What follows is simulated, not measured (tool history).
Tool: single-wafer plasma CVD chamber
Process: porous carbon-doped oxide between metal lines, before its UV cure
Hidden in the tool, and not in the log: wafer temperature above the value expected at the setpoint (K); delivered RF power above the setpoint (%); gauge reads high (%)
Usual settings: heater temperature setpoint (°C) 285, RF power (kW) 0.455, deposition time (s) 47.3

run     day  heater temperature setpoint (°C)  RF power (kW)  deposition time (s)  wafers since the last listed run  hours since the last thermocouple change  hours since the last RF generator calibration  hours since the showerhead was replaced  hours since the gauge calibration  read-back reference wafer on the same gauge, thickness_nm  mean film thickness on the monitor wafer (angstrom)
  1       0                               285           0.41                 47.3                                 0                                    1679.8                                         1916.2                                   4752.6                               73.4                                                    238.032                                              2435.03
  2     0.3                               285          0.455                 47.3                               204                                      1687                                         1923.4                                   4759.8                               80.6                                                     238.01                                               2644.6
  3   0.871                               285          0.455                 47.3                               389                                    1700.7                                         1937.1                                   4773.5                               94.3                                                    238.114                                              2643.85
  4    1.85                               285          0.455                 47.3                               668                                    1724.2                                         1960.6                                     4797                              117.8                                                    238.256                                              2640.68
  5   2.258                               285          0.455                 47.3                               278                                      1734                                         1970.4                                   4806.8                              127.6                                                    237.996                                              2639.85
      2.792  -- gauge calibrated
  6   2.846                               285          0.455                 47.3                               401                                    1748.1                                         1984.5                                   4820.9                                1.3                                                    237.998                                              2645.36
  7     3.2                               285          0.455                 47.3                               241                                    1756.6                                           1993                                   4829.4                                9.8                                                    238.073                                              2646.69
  8   3.712                               285          0.455                 47.3                               350                                    1768.9                                         2005.3                                   4841.7                               22.1                                                    237.938                                              2642.26
  9   4.375                               285          0.455                 47.3                               452                                    1784.8                                         2021.2                                   4857.6                                 38                                                    237.818                                              2636.86
 10   4.904                               279            0.5                 43.2                               361                                    1797.5                                         2033.9                                   4870.3                               50.7                                                    237.881                                              2687.89
      5.654  -- showerhead replaced
      5.846  -- RF generator calibrated
 11   5.867                               285          0.455                 47.3                               296                                    1820.6                                            0.5                                      5.1                               73.8                                                    238.124                                              2536.08
 12    6.35                               299          0.455                 47.3                               330                                    1832.2                                           12.1                                     16.7                               85.4                                                    238.034                                              2352.05
 13   6.775                               278          0.425                 47.3                               290                                    1842.4                                           22.3                                     26.9                               95.6                                                    237.914                                              2494.63
      7.492  -- thermocouple changed; heater temperature recalibrated
 14   7.512                               285            0.5                 41.2                               276                                       0.5                                             40                                     44.6                              113.3                                                    237.914                                              2378.93
      7.812  -- gauge calibrated
      8.196  -- RF generator calibrated, repeated, since the last time left the tool worse
 15   8.217                               285          0.455                 47.3                               253                                      17.4                                            0.5                                     61.5                                9.7                                                    238.031                                              2749.08
 16   8.538                               285          0.455                 47.3                               219                                      25.1                                            8.2                                     69.2                               17.4                                                    237.937                                              2757.77
 17   9.238                               285            0.4                 47.3                               478                                      41.9                                             25                                       86                               34.2                                                    237.834                                               2487.8
 18   9.675                               285          0.455                 47.3                               298                                      52.4                                           35.5                                     96.5                               44.7                                                    237.934                                              2753.31
 19  10.062                               285          0.455                   53                               264                                      61.7                                           44.8                                    105.8                                 54                                                    238.009                                              3071.95

What the log doesn't show, run by run:
wafer temperature above the value expected at the setpoint (K): 0 in every run
gauge reads high (%): 0 in every run
H1: delivered RF power above the setpoint (%)
run       H1
  1    -4.98
  2       -5
  3    -5.04
  4     -5.1
  5    -5.12
  6    -5.16
  7    -5.18
  8    -5.21
  9    -5.25
 10    -5.28
 11    -10.3
 12    -10.3
 13    -10.3
 14    -10.4
 15  -0.0803
 16  -0.0997
 17   -0.142
 18   -0.169
 19   -0.192

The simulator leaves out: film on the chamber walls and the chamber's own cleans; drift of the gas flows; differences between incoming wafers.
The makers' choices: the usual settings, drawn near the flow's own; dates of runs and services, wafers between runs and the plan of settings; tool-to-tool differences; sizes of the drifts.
